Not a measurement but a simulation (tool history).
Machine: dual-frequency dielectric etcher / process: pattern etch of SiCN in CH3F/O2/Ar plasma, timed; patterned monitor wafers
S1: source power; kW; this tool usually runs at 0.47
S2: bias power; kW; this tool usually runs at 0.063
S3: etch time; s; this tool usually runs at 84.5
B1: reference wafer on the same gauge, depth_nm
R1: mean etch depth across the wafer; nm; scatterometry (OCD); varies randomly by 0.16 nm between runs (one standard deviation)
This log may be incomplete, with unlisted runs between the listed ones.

{"run": 1, "day": 0.0, "S1": 0.47, "S2": 0.063, "S3": 84.5, "B1": 35.32, "R1": 29.46}
{"run": 2, "day": 1.612, "S1": 0.47, "S2": 0.063, "S3": 84.5, "B1": 35.31, "R1": 29.27}
{"run": 3, "day": 4.096, "S1": 0.47, "S2": 0.063, "S3": 84.5, "B1": 35.31, "R1": 29.29}
{"day": 5.083, "done": "gauge calibrated"}
{"run": 4, "day": 5.596, "S1": 0.51, "S2": 0.063, "S3": 84.5, "B1": 35.28, "R1": 30.3}
{"run": 5, "day": 7.196, "S1": 0.51, "S2": 0.063, "S3": 84.5, "B1": 35.36, "R1": 29.91}
{"run": 6, "day": 10.775, "S1": 0.38, "S2": 0.063, "S3": 65, "B1": 35.29, "R1": 20.26}
{"run": 7, "day": 13.5, "S1": 0.47, "S2": 0.055, "S3": 84.5, "B1": 35.29, "R1": 27.89}
{"day": 13.871, "done": "source power generator calibrated"}
{"day": 15.283, "done": "wet clean of the chamber"}
{"run": 8, "day": 17.371, "S1": 0.47, "S2": 0.055, "S3": 84.5, "B1": 35.31, "R1": 28.3}
{"run": 9, "day": 20.538, "S1": 0.47, "S2": 0.063, "S3": 84.5, "B1": 35.25, "R1": 29.76}
{"run": 10, "day": 23.662, "S1": 0.37, "S2": 0.063, "S3": 97, "B1": 35.34, "R1": 29.99}
{"run": 11, "day": 32.804, "S1": 0.35, "S2": 0.069, "S3": 66.5, "B1": 35.3, "R1": 20.92}
{"run": 12, "day": 37.088, "S1": 0.51, "S2": 0.063, "S3": 103.5, "B1": 35.29, "R1": 37.78}
{"run": 13, "day": 40.129, "S1": 0.47, "S2": 0.078, "S3": 74.5, "B1": 35.27, "R1": 28.27}
{"day": 41.371, "done": "wet clean of the chamber"}
{"day": 42.192, "done": "upper electrode replaced"}
{"run": 14, "day": 44.358, "S1": 0.47, "S2": 0.063, "S3": 84.5, "B1": 35.34, "R1": 29.76}
{"day": 46.662, "done": "bias power generator calibrated"}
{"run": 15, "day": 48.708, "S1": 0.54, "S2": 0.063, "S3": 78, "B1": 35.35, "R1": 28.98}
{"run": 16, "day": 50.967, "S1": 0.47, "S2": 0.063, "S3": 84.5, "B1": 35.27, "R1": 29.51}
{"run": 17, "day": 54.525, "S1": 0.47, "S2": 0.063, "S3": 84.5, "B1": 35.34, "R1": 29.75}
{"run": 18, "day": 56.15, "S1": 0.39, "S2": 0.063, "S3": 84.5, "B1": 35.26, "R1": 27.21}
{"run": 19, "day": 57.683, "S1": 0.36, "S2": 0.063, "S3": 84.5, "B1": 35.29, "R1": 26.06}
{"run": 20, "day": 60.675, "S1": 0.47, "S2": 0.05, "S3": 92, "B1": 35.34, "R1": 29.67}
{"day": 63.217, "done": "wet clean of the chamber"}
{"run": 21, "day": 63.954, "S1": 0.43, "S2": 0.063, "S3": 92, "B1": 35.32, "R1": 30.45}
{"run": 22, "day": 67.071, "S1": 0.58, "S2": 0.056, "S3": 68.5, "B1": 35.32, "R1": 25.41}
{"run": 23, "day": 70.7, "S1": 0.47, "S2": 0.05, "S3": 70, "B1": 35.3, "R1": 22.35}
{"run": 24, "day": 72.7, "S1": 0.36, "S2": 0.063, "S3": 73.5, "B1": 35.31, "R1": 22.18}
{"run": 25, "day": 74.446, "S1": 0.39, "S2": 0.077, "S3": 72.5, "B1": 35.29, "R1": 24.85}
{"run": 26, "day": 76.4, "S1": 0.56, "S2": 0.068, "S3": 102, "B1": 35.27, "R1": 39.51}
{"run": 27, "day": 80.5, "S1": 0.44, "S2": 0.071, "S3": 84.5, "B1": 35.26, "R1": 29.56}
{"run": 28, "day": 83.029, "S1": 0.47, "S2": 0.05, "S3": 98, "B1": 35.32, "R1": 31.52}
{"day": 85.667, "done": "wet clean of the chamber"}
{"run": 29, "day": 85.688, "S1": 0.47, "S2": 0.063, "S3": 84.5, "B1": 35.32, "R1": 29.5}

Branching from run 29: 4 alternative next runs. What would each branch give?
{"run": "A", "day": 85.704, "S1": 0.58, "S2": 0.063, "S3": 84.5, "B1": "?", "R1": "?"}
{"run": "B", "day": 85.704, "S1": 0.47, "S2": 0.063, "S3": 105.5, "B1": "?", "R1": "?"}
{"run": "C", "day": 85.704, "S1": 0.4, "S2": 0.079, "S3": 84.5, "B1": "?", "R1": "?"}
{"run": "D", "day": 85.704, "S1": 0.5, "S2": 0.078, "S3": 109.5, "B1": "?", "R1": "?"}

run=A B1=35.36 R1=32.31
run=B B1=35.36 R1=36.54
run=C B1=35.36 R1=29.31
run=D B1=35.36 R1=42.07
The same runs, with their run-to-run variation unchanged, on a tool lacking any hidden condition would have given:
run=A R1=32.86
run=B R1=37.17
run=C R1=29.8
run=D R1=42.78
